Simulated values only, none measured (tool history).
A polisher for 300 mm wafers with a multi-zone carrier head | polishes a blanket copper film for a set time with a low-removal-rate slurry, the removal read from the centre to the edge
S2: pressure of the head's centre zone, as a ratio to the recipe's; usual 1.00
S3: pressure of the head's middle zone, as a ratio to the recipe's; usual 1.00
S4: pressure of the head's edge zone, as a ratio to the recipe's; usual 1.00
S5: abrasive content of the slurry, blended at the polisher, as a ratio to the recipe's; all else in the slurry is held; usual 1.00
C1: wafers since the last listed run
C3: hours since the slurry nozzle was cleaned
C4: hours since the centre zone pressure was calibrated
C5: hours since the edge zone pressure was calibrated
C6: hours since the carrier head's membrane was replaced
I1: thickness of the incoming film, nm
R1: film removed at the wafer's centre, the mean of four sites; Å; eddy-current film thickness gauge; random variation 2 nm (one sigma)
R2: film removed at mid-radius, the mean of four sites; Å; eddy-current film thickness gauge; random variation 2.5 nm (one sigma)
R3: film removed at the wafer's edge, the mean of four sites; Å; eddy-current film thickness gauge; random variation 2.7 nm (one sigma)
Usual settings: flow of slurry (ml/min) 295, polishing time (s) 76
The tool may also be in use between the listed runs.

{"run": 1, "day": 0.0, "flow of slurry (ml/min)": 295, "S2": 1.0, "S3": 1.0, "S4": 1.0, "S5": 1.0, "polishing time (s)": 76, "C1": 0, "wafers polished on this pad": 1148, "C3": 266.6, "C4": 1252.6, "C5": 124.5, "C6": 19.2, "I1": 651.9, "R1": 2104, "R2": 2104, "R3": 2135}
{"run": 2, "day": 1.488, "flow of slurry (ml/min)": 295, "S2": 0.96, "S3": 1.0, "S4": 1.0, "S5": 1.15, "polishing time (s)": 76, "C1": 190, "wafers polished on this pad": 1338, "C3": 302.3, "C4": 1288.3, "C5": 160.2, "C6": 54.9, "I1": 648.8, "R1": 2047, "R2": 2189, "R3": 2150}
{"run": 3, "day": 4.229, "flow of slurry (ml/min)": 295, "S2": 1.0, "S3": 1.0, "S4": 1.1, "S5": 0.8, "polishing time (s)": 76, "C1": 351, "wafers polished on this pad": 1689, "C3": 368.1, "C4": 1354.1, "C5": 226.0, "C6": 120.7, "I1": 664.6, "R1": 2006, "R2": 1983, "R3": 2078}
{"run": 4, "day": 6.158, "flow of slurry (ml/min)": 295, "S2": 1.0, "S3": 1.0, "S4": 1.0, "S5": 1.0, "polishing time (s)": 76, "C1": 247, "wafers polished on this pad": 1936, "C3": 414.4, "C4": 1400.4, "C5": 272.3, "C6": 167.0, "I1": 662.9, "R1": 2102, "R2": 2098, "R3": 2122}
{"day": 7.046, "done": "worn pad replaced by a new one"}
{"day": 7.1, "done": "centre zone pressure recalibrated"}
{"day": 8.004, "done": "slurry nozzle cleaned"}
{"run": 5, "day": 8.254, "flow of slurry (ml/min)": 295, "S2": 1.0, "S3": 1.0, "S4": 0.94, "S5": 1.0, "polishing time (s)": 93, "C1": 234, "wafers polished on this pad": 142, "C3": 6.0, "C4": 27.7, "C5": 322.6, "C6": 217.3, "I1": 652.0, "R1": 2687, "R2": 2630, "R3": 2664}
{"run": 6, "day": 9.479, "flow of slurry (ml/min)": 295, "S2": 1.0, "S3": 1.04, "S4": 0.91, "S5": 1.0, "polishing time (s)": 97, "C1": 156, "wafers polished on this pad": 299, "C3": 35.4, "C4": 57.1, "C5": 352.0, "C6": 246.7, "I1": 668.7, "R1": 2832, "R2": 2847, "R3": 2658}
{"day": 10.708, "done": "edge zone pressure recalibrated"}
{"run": 7, "day": 12.058, "flow of slurry (ml/min)": 205, "S2": 1.0, "S3": 1.0, "S4": 1.0, "S5": 1.0, "polishing time (s)": 76, "C1": 319, "wafers polished on this pad": 618, "C3": 97.3, "C4": 119.0, "C5": 32.4, "C6": 308.6, "I1": 657.3, "R1": 2046, "R2": 2076, "R3": 2069}
{"run": 8, "day": 13.096, "flow of slurry (ml/min)": 295, "S2": 1.05, "S3": 1.0, "S4": 1.0, "S5": 0.7, "polishing time (s)": 76, "C1": 132, "wafers polished on this pad": 751, "C3": 122.2, "C4": 143.9, "C5": 57.3, "C6": 333.5, "I1": 666.5, "R1": 2126, "R2": 1968, "R3": 1994}
{"run": 9, "day": 14.388, "flow of slurry (ml/min)": 295, "S2": 1.0, "S3": 0.92, "S4": 1.0, "S5": 1.0, "polishing time (s)": 63, "C1": 165, "wafers polished on this pad": 917, "C3": 153.2, "C4": 174.9, "C5": 88.3, "C6": 364.5, "I1": 664.5, "R1": 1743, "R2": 1636, "R3": 1769}
{"run": 10, "day": 16.404, "flow of slurry (ml/min)": 295, "S2": 1.12, "S3": 1.07, "S4": 1.0, "S5": 1.0, "polishing time (s)": 51, "C1": 258, "wafers polished on this pad": 1175, "C3": 201.6, "C4": 223.3, "C5": 136.7, "C6": 412.9, "I1": 648.3, "R1": 1608, "R2": 1469, "R3": 1398}
{"run": 11, "day": 18.838, "flow of slurry (ml/min)": 295, "S2": 1.0, "S3": 1.0, "S4": 1.1, "S5": 0.8, "polishing time (s)": 76, "C1": 311, "wafers polished on this pad": 1486, "C3": 260.0, "C4": 281.7, "C5": 195.1, "C6": 471.3, "I1": 657.3, "R1": 2011, "R2": 1983, "R3": 2105}
{"run": 12, "day": 20.462, "flow of slurry (ml/min)": 335, "S2": 1.0, "S3": 1.1, "S4": 1.0, "S5": 1.15, "polishing time (s)": 76, "C1": 208, "wafers polished on this pad": 1695, "C3": 299.0, "C4": 320.7, "C5": 234.1, "C6": 510.3, "I1": 661.7, "R1": 2235, "R2": 2330, "R3": 2193}
{"run": 13, "day": 22.396, "flow of slurry (ml/min)": 230, "S2": 1.0, "S3": 1.0, "S4": 1.0, "S5": 1.15, "polishing time (s)": 76, "C1": 247, "wafers polished on this pad": 1942, "C3": 345.4, "C4": 367.1, "C5": 280.5, "C6": 556.7, "I1": 666.4, "R1": 2099, "R2": 2070, "R3": 2101}
{"day": 23.125, "done": "worn pad replaced by a new one"}
{"run": 14, "day": 23.846, "flow of slurry (ml/min)": 295, "S2": 1.0, "S3": 1.0, "S4": 1.0, "S5": 1.0, "polishing time (s)": 76, "C1": 164, "wafers polished on this pad": 92, "C3": 380.2, "C4": 401.9, "C5": 315.3, "C6": 591.5, "I1": 659.9, "R1": 2200, "R2": 2167, "R3": 2180}
{"day": 24.096, "done": "slurry nozzle cleaned"}
{"run": 15, "day": 25.133, "flow of slurry (ml/min)": 295, "S2": 1.1, "S3": 1.0, "S4": 1.0, "S5": 1.0, "polishing time (s)": 76, "C1": 159, "wafers polished on this pad": 251, "C3": 24.9, "C4": 432.8, "C5": 346.2, "C6": 622.4, "I1": 662.4, "R1": 2425, "R2": 2212, "R3": 2217}
{"run": 16, "day": 26.338, "flow of slurry (ml/min)": 295, "S2": 1.0, "S3": 1.0, "S4": 1.0, "S5": 1.0, "polishing time (s)": 76, "C1": 154, "wafers polished on this pad": 406, "C3": 53.8, "C4": 461.7, "C5": 375.1, "C6": 651.3, "I1": 664.2, "R1": 2173, "R2": 2099, "R3": 2119}
{"day": 29.0, "done": "edge zone pressure recalibrated"}
{"run": 17, "day": 29.321, "flow of slurry (ml/min)": 295, "S2": 1.0, "S3": 1.0, "S4": 1.05, "S5": 1.0, "polishing time (s)": 102, "C1": 371, "wafers polished on this pad": 777, "C3": 125.4, "C4": 533.3, "C5": 7.7, "C6": 722.9, "I1": 657.6, "R1": 2886, "R2": 2801, "R3": 2961}
{"run": 18, "day": 33.292, "flow of slurry (ml/min)": 295, "S2": 1.0, "S3": 1.0, "S4": 1.07, "S5": 1.0, "polishing time (s)": 76, "C1": 508, "wafers polished on this pad": 1285, "C3": 220.7, "C4": 628.6, "C5": 103.0, "C6": 818.2, "I1": 668.6, "R1": 2103, "R2": 2060, "R3": 2157}
{"run": 19, "day": 35.638, "flow of slurry (ml/min)": 295, "S2": 1.0, "S3": 1.0, "S4": 1.0, "S5": 1.0, "polishing time (s)": 76, "C1": 300, "wafers polished on this pad": 1586, "C3": 277.0, "C4": 684.9, "C5": 159.3, "C6": 874.5, "I1": 656.5, "R1": 2105, "R2": 2077, "R3": 2034}
{"run": 20, "day": 37.175, "flow of slurry (ml/min)": 295, "S2": 1.0, "S3": 1.0, "S4": 1.0, "S5": 1.0, "polishing time (s)": 76, "C1": 196, "wafers polished on this pad": 1783, "C3": 313.9, "C4": 721.8, "C5": 196.2, "C6": 911.4, "I1": 666.7, "R1": 2095, "R2": 2025, "R3": 2078}
{"day": 38.129, "done": "worn pad replaced by a new one"}
{"day": 38.129, "done": "carrier head's membrane replaced by a new one"}
{"run": 21, "day": 39.421, "flow of slurry (ml/min)": 295, "S2": 1.0, "S3": 1.0, "S4": 1.0, "S5": 1.0, "polishing time (s)": 76, "C1": 260, "wafers polished on this pad": 165, "C3": 367.8, "C4": 775.7, "C5": 250.1, "C6": 31.0, "I1": 662.0, "R1": 2208, "R2": 2188, "R3": 2237}
{"day": 41.275, "done": "slurry nozzle cleaned"}
{"run": 22, "day": 42.175, "flow of slurry (ml/min)": 295, "S2": 0.92, "S3": 1.0, "S4": 1.0, "S5": 1.0, "polishing time (s)": 76, "C1": 347, "wafers polished on this pad": 512, "C3": 21.6, "C4": 841.8, "C5": 316.2, "C6": 97.1, "I1": 675.4, "R1": 2003, "R2": 2157, "R3": 2150}

How the hidden state differs across the entries between the runs, from the last listed run before each to the first after it:
Between runs 4 and 5: worn pad replaced by a new one (day 7.046); centre zone pressure recalibrated (day 7.100); slurry nozzle cleaned (day 8.004)
  removal rate lost through wear of the pad, %: 6.89 -> 1.37
  measured less the result without the state, R1: -156 -> -37 Å; R2: -156 -> -37 Å; R3: -157 -> -37 Å
Between runs 6 and 7: edge zone pressure recalibrated (day 10.708)
  removal rate lost through wear of the pad, %: 2.47 -> 4.15
  measured less the result without the state, R1: -71 -> -89 Å; R2: -73 -> -90 Å; R3: -67 -> -90 Å
Between runs 13 and 14: worn pad replaced by a new one (day 23.125)
  removal rate lost through wear of the pad, %: 6.63 -> 1.7
  measured less the result without the state, R1: -149 -> -38 Å; R2: -147 -> -37 Å; R3: -149 -> -38 Å
Between runs 14 and 15: slurry nozzle cleaned (day 24.096)
  removal rate lost through wear of the pad, %: 1.7 -> 2.95
  measured less the result without the state, R1: -38 -> -74 Å; R2: -37 -> -67 Å; R3: -38 -> -67 Å
Between runs 16 and 17: edge zone pressure recalibrated (day 29.000)
  removal rate lost through wear of the pad, %: 3.9 -> 5.54
  measured less the result without the state, R1: -88 -> -169 Å; R2: -86 -> -165 Å; R3: -86 -> -174 Å
Between runs 20 and 21: worn pad replaced by a new one (day 38.129); carrier head's membrane replaced by a new one (day 38.129)
  removal rate lost through wear of the pad, %: 7.35 -> 2.09
  measured less the result without the state, R1: -166 -> -47 Å; R2: -160 -> -47 Å; R3: -164 -> -47 Å
Between runs 21 and 22: slurry nozzle cleaned (day 41.275)
  removal rate lost through wear of the pad, %: 2.09 -> 4.24
  measured less the result without the state, R1: -47 -> -88 Å; R2: -47 -> -95 Å; R3: -47 -> -96 Å
